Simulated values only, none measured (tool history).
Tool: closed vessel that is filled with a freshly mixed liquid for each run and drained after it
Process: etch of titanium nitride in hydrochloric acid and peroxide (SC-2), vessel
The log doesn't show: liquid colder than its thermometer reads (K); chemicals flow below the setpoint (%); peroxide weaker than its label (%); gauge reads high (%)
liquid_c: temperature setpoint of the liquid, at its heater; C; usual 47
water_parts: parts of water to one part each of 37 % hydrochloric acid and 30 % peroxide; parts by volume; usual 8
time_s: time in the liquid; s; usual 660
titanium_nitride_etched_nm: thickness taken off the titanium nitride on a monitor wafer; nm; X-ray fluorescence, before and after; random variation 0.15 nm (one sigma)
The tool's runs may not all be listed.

| run | day | liquid_c | water_parts | time_s | wafers since the last listed run | hours since the thermometer was replaced | hours since the chemicals flow meter was replaced | hours since the drum of peroxide was connected | hours since the gauge calibration | read-back film thickness of the titanium nitride reference wafer, read on the same gauge (nm) | titanium_nitride_etched_nm |
|---|---|---|---|---|---|---|---|---|---|---|---|
| 1 | 0 | 47 | 8 | 660 | 0 | 1408.3 | 1475.9 | 806.6 | 485.2 | 120.07 | 14.18 |
| 2 | 0.883 | 47 | 8 | 660 | 980 | 1429.5 | 1497.1 | 827.8 | 506.4 | 120.04 | 14.54 |
| 3 | 2.167 | 47 | 8 | 660 | 1425 | 1460.3 | 1527.9 | 858.6 | 537.2 | 120.01 | 14.51 |
| 4 | 3.346 | 47 | 8 | 660 | 1309 | 1488.6 | 1556.2 | 886.9 | 565.5 | 120.02 | 14.51 |
| 5 | 4.625 | 47 | 8 | 660 | 1420 | 1519.3 | 1586.9 | 917.6 | 596.2 | 119.98 | 14.45 |
| 6 | 6.312 | 47 | 8 | 660 | 1873 | 1559.8 | 1627.4 | 958.1 | 636.7 | 119.97 | 14.52 |
| 7 | 7.379 | 40 | 5.5 | 660 | 1184 | 1585.4 | 1653 | 983.7 | 662.3 | 119.98 | 11.56 |
| 8 | 8.346 | 47 | 8 | 660 | 1073 | 1608.6 | 1676.2 | 1006.9 | 685.5 | 120.02 | 13.99 |
| 9 | 8.958 | 47 | 8 | 660 | 680 | 1623.3 | 1690.9 | 1021.6 | 700.2 | 120 | 14.35 |
| 10 | 10.142 | 47 | 8 | 660 | 1313 | 1651.7 | 1719.3 | 1050 | 728.6 | 120.04 | 14.15 |
|  | 10.779 | thermometer replaced |
| 11 | 10.808 | 43.5 | 8 | 660 | 694 | 0.7 | 1735.3 | 1066 | 744.6 | 119.96 | 12.64 |
| 12 | 11.842 | 43.5 | 8 | 660 | 1147 | 25.5 | 1760.1 | 1090.8 | 769.4 | 120.02 | 12.69 |
|  | 12.838 | new drum of peroxide connected |
| 13 | 12.858 | 47 | 8 | 440 | 1082 | 49.9 | 1784.5 | 0.5 | 793.8 | 119.97 | 10.54 |
| 14 | 13.521 | 47 | 8 | 660 | 735 | 65.8 | 1800.4 | 16.4 | 809.7 | 119.99 | 16.21 |
| 15 | 14.254 | 55 | 4.5 | 325 | 814 | 83.4 | 1818 | 34 | 827.3 | 120 | 21.04 |
| 16 | 14.871 | 56.5 | 5.5 | 1015 | 684 | 98.2 | 1832.8 | 48.8 | 842.1 | 120.01 | 61.21 |
|  | 17.171 | chemicals flow meter replaced |
| 17 | 17.192 | 47 | 11 | 1015 | 2530 | 153.9 | 0.5 | 104.5 | 897.8 | 119.97 | 18.59 |
|  | 18.454 | gauge calibrated |
| 18 | 18.562 | 55 | 4.5 | 325 | 1522 | 186.8 | 33.4 | 137.4 | 2.6 | 120.06 | 20.51 |
| 19 | 22.721 | 56 | 10 | 660 | 4617 | 286.6 | 133.2 | 237.2 | 102.4 | 120.01 | 23.95 |
| 20 | 23.962 | 47 | 8 | 660 | 1378 | 316.4 | 163 | 267 | 132.2 | 120.01 | 15.74 |
| 21 | 24.708 | 47 | 8 | 945 | 828 | 334.3 | 180.9 | 284.9 | 150.1 | 119.98 | 22.6 |
| 22 | 25.358 | 56.5 | 10.5 | 390 | 721 | 349.9 | 196.5 | 300.5 | 165.7 | 119.99 | 13.75 |
| 23 | 26.396 | 47 | 8 | 660 | 1152 | 374.8 | 221.4 | 325.4 | 190.6 | 119.94 | 15.72 |

Forecast run 24:
| 24 | 27.879 | 47 | 11.5 | 660 | 1647 | 410.4 | 257 | 361 | 226.2 | ? | ? |

{"run 24": {"read-back film thickness of the titanium nitride reference wafer, read on the same gauge (nm)": 119.97, "titanium_nitride_etched_nm": 11.54}}
Without the tool's hidden state the same run would have given titanium_nitride_etched_nm 11.89 nm.
